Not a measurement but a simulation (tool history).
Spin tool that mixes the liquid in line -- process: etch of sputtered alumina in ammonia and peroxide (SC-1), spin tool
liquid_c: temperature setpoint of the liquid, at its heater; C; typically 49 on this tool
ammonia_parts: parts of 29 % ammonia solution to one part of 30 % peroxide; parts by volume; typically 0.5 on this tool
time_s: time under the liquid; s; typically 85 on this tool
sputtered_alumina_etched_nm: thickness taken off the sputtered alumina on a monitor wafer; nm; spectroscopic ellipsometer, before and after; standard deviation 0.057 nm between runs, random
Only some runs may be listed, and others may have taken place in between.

| run | day | liquid_c | ammonia_parts | time_s | read-back film thickness of the sputtered alumina reference wafer, read on the same gauge (nm) | sputtered_alumina_etched_nm |
|---|---|---|---|---|---|---|
| 1 | 0 | 49 | 0.5 | 85 | 140.01 | 5.03 |
| 2 | 2.608 | 49 | 0.35 | 110 | 140.02 | 6.29 |
| 3 | 5.158 | 44.5 | 0.5 | 85 | 139.98 | 3.86 |
| 4 | 7.588 | 49 | 0.5 | 85 | 140.02 | 5 |
|  | 8 | ammonia flow meter replaced |
| 5 | 9.433 | 49 | 0.5 | 85 | 139.99 | 4.99 |
|  | 11.542 | new drum of ammonia solution connected |
| 6 | 11.717 | 49 | 0.5 | 85 | 140.01 | 4.91 |
| 7 | 13.812 | 49 | 0.5 | 85 | 139.99 | 4.95 |
|  | 13.946 | heated supply line repaired |
| 8 | 15.408 | 49 | 0.5 | 85 | 140.01 | 6.14 |
|  | 16.921 | gauge calibrated |
| 9 | 17.017 | 49 | 0.5 | 85 | 140.01 | 6.22 |
| 10 | 18.275 | 49 | 0.5 | 85 | 139.98 | 6.09 |
| 11 | 20.408 | 49 | 0.5 | 85 | 139.96 | 6.02 |
| 12 | 21.717 | 49 | 0.5 | 125 | 140 | 8.92 |
| 13 | 22.746 | 56.5 | 0.7 | 60 | 140.01 | 6.6 |
| 14 | 25.2 | 57.5 | 0.5 | 55 | 140.02 | 6.1 |
| 15 | 26.254 | 53.5 | 0.45 | 40 | 139.99 | 3.61 |
| 16 | 28.471 | 49 | 0.5 | 85 | 140 | 6.03 |
| 17 | 29.904 | 49 | 0.5 | 85 | 139.99 | 6.02 |
| 18 | 31.254 | 39.5 | 0.5 | 85 | 140.01 | 3.47 |
| 19 | 33.238 | 44 | 0.25 | 125 | 140.03 | 6.14 |
|  | 33.921 | thermometer replaced |
|  | 35.079 | new drum of ammonia solution connected |
|  | 37.079 | ammonia flow meter replaced |
| 20 | 41.546 | 44.5 | 0.7 | 85 | 140 | 4.68 |
| 21 | 44.479 | 53.5 | 0.75 | 120 | 139.99 | 10.87 |
| 22 | 46.862 | 49 | 0.5 | 70 | 139.99 | 4.63 |
| 23 | 48.025 | 49 | 0.45 | 85 | 140.01 | 5.66 |
| 24 | 49.488 | 49 | 0.5 | 85 | 140.01 | 5.72 |

Below are 5 alternative next runs, each starting from the tool's condition after run 24. Predict each:
| A | 49.504 | 49 | 0.5 | 85 | ? | ? |
| B | 49.504 | 41 | 0.75 | 65 | ? | ? |
| C | 49.504 | 52 | 0.5 | 60 | ? | ? |
| D | 49.504 | 56.5 | 0.65 | 85 | ? | ? |
| E | 49.504 | 39.5 | 0.35 | 130 | ? | ? |

| run | read-back film thickness of the sputtered alumina reference wafer, read on the same gauge (nm) | sputtered_alumina_etched_nm |
|---|---|---|
| A | 140.01 | 5.78 |
| B | 140.01 | 2.9 |
| C | 140.01 | 4.82 |
| D | 140.01 | 8.92 |
| E | 140.01 | 4.93 |
Without the tool's hidden state the same runs would have given:
| run | sputtered_alumina_etched_nm |
|---|---|
| A | 6.28 |
| B | 3.16 |
| C | 5.22 |
| D | 9.65 |
| E | 5.39 |

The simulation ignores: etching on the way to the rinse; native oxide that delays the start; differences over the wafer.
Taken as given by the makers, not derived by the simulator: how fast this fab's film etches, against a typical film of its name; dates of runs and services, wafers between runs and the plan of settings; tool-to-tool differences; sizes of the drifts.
